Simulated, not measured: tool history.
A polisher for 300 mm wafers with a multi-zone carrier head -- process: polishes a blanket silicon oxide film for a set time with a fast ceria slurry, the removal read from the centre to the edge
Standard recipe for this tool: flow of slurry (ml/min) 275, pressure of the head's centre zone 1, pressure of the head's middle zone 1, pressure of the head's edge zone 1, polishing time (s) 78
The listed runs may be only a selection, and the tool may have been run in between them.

| run | hour | flow of slurry (ml/min) | pressure of the head's centre zone | pressure of the head's middle zone | pressure of the head's edge zone | polishing time (s) | incoming thickness of the incoming film, nm | film removed at the wafer's centre (nm) | film removed at mid-radius (nm) | film removed at the wafer's edge (nm) |
|---|---|---|---|---|---|---|---|---|---|---|
| 1 | 0 | 275 | 1 | 1 | 1 | 78 | 3129.4 | 1045.1 | 1047.8 | 1031.5 |
|  | 20.7 | edge zone pressure recalibrated |
| 2 | 125.9 | 275 | 1 | 1 | 1.06 | 78 | 3172.7 | 1036.3 | 989.8 | 1037 |
| 3 | 157 | 275 | 1 | 1 | 1 | 97 | 3076.3 | 1290.9 | 1255.8 | 1273.8 |
| 4 | 202.2 | 230 | 1 | 1 | 1 | 78 | 3132.5 | 1011.3 | 1028.3 | 988.9 |
|  | 225 | slurry nozzle cleaned |
| 5 | 244 | 275 | 0.91 | 1 | 1.08 | 78 | 3099 | 983.6 | 1026.9 | 1070 |
|  | 265.7 | centre zone pressure recalibrated |
| 6 | 295.7 | 275 | 1 | 1 | 1 | 78 | 3117.8 | 1029.4 | 1033 | 1028.6 |
| 7 | 330.1 | 275 | 1 | 1 | 1 | 78 | 3142.9 | 1043 | 1031.6 | 1015.9 |
|  | 358.4 | worn pad replaced by a new one |
| 8 | 364.8 | 190 | 1 | 0.89 | 1.1 | 78 | 3101.3 | 1016.5 | 888.5 | 1075.6 |
| 9 | 410.9 | 370 | 0.91 | 1.09 | 1 | 100 | 3053.5 | 1332.9 | 1505.1 | 1367.1 |
|  | 434.9 | carrier head's membrane replaced by a new one |
| 10 | 475 | 275 | 1 | 1 | 1 | 86 | 3103.1 | 1142 | 1125.8 | 1120.4 |
| 11 | 536.1 | 275 | 1 | 1 | 1 | 65 | 3157.4 | 870.4 | 871.1 | 833.2 |
| 12 | 585.3 | 275 | 1 | 1 | 1 | 78 | 3099.2 | 1037.9 | 1009.6 | 1021.7 |
|  | 607.4 | edge zone pressure recalibrated |
| 13 | 647.1 | 275 | 1 | 1.1 | 1.04 | 78 | 3074.9 | 1029.6 | 1066.9 | 1026.2 |
| 14 | 688.6 | 365 | 1 | 0.9 | 0.92 | 78 | 3087.4 | 1058.4 | 947.5 | 1003.2 |
|  | 731.6 | slurry nozzle cleaned |
| 15 | 736.4 | 275 | 1 | 1 | 1 | 78 | 3149 | 1024 | 1041.6 | 999.3 |
| 16 | 785.3 | 240 | 1 | 1.11 | 1 | 78 | 3103.2 | 1004.8 | 1074.7 | 969.9 |
|  | 839.3 | worn pad replaced by a new one |
| 17 | 847 | 275 | 1 | 1 | 1 | 78 | 3117.4 | 1078.3 | 1053.4 | 1060.9 |
| 18 | 900.8 | 370 | 0.91 | 1.09 | 1 | 100 | 3110.4 | 1330.4 | 1497.2 | 1396.2 |
|  | 922.8 | centre zone pressure recalibrated |
| 19 | 924.9 | 365 | 1 | 1 | 1 | 78 | 3125.8 | 1083.2 | 1091.4 | 1067.1 |
|  | 931.7 | carrier head's membrane replaced by a new one |
| 20 | 959.8 | 275 | 1 | 1 | 1 | 78 | 3121.3 | 1032.9 | 1021.6 | 1038.5 |
| 21 | 1020 | 275 | 1 | 1 | 1 | 78 | 3067.9 | 1042.5 | 1031.6 | 1011.3 |
| 22 | 1062.7 | 340 | 1 | 1 | 1.09 | 78 | 3083.4 | 1069 | 1052.5 | 1084.9 |
| 23 | 1087.1 | 275 | 1 | 0.91 | 1 | 78 | 3078 | 1027.3 | 969 | 1012.6 |

What if the next run were any one of these 3? Each begins from the tool's condition after run 23:
| A | 1087.6 | 275 | 1 | 1 | 1 | 78 | 3038.4 | ? | ? | ? |
| B | 1087.6 | 235 | 1.05 | 1 | 1 | 78 | 3038.4 | ? | ? | ? |
| C | 1087.6 | 275 | 1 | 1 | 1 | 98 | 3038.4 | ? | ? | ? |

| run | film removed at the wafer's centre (nm) | film removed at mid-radius (nm) | film removed at the wafer's edge (nm) |
|---|---|---|---|
| A | 1039.6 | 1013.1 | 1028.4 |
| B | 1047.6 | 992.5 | 1012.7 |
| C | 1306.1 | 1272.8 | 1292.1 |
With the hidden condition removed and each run's random variation left untouched, the same runs would have given:
| run | film removed at the wafer's centre (nm) | film removed at mid-radius (nm) | film removed at the wafer's edge (nm) |
|---|---|---|---|
| A | 1087.5 | 1059.8 | 1075.9 |
| B | 1095.9 | 1038.3 | 1059.4 |
| C | 1366.4 | 1331.5 | 1351.7 |
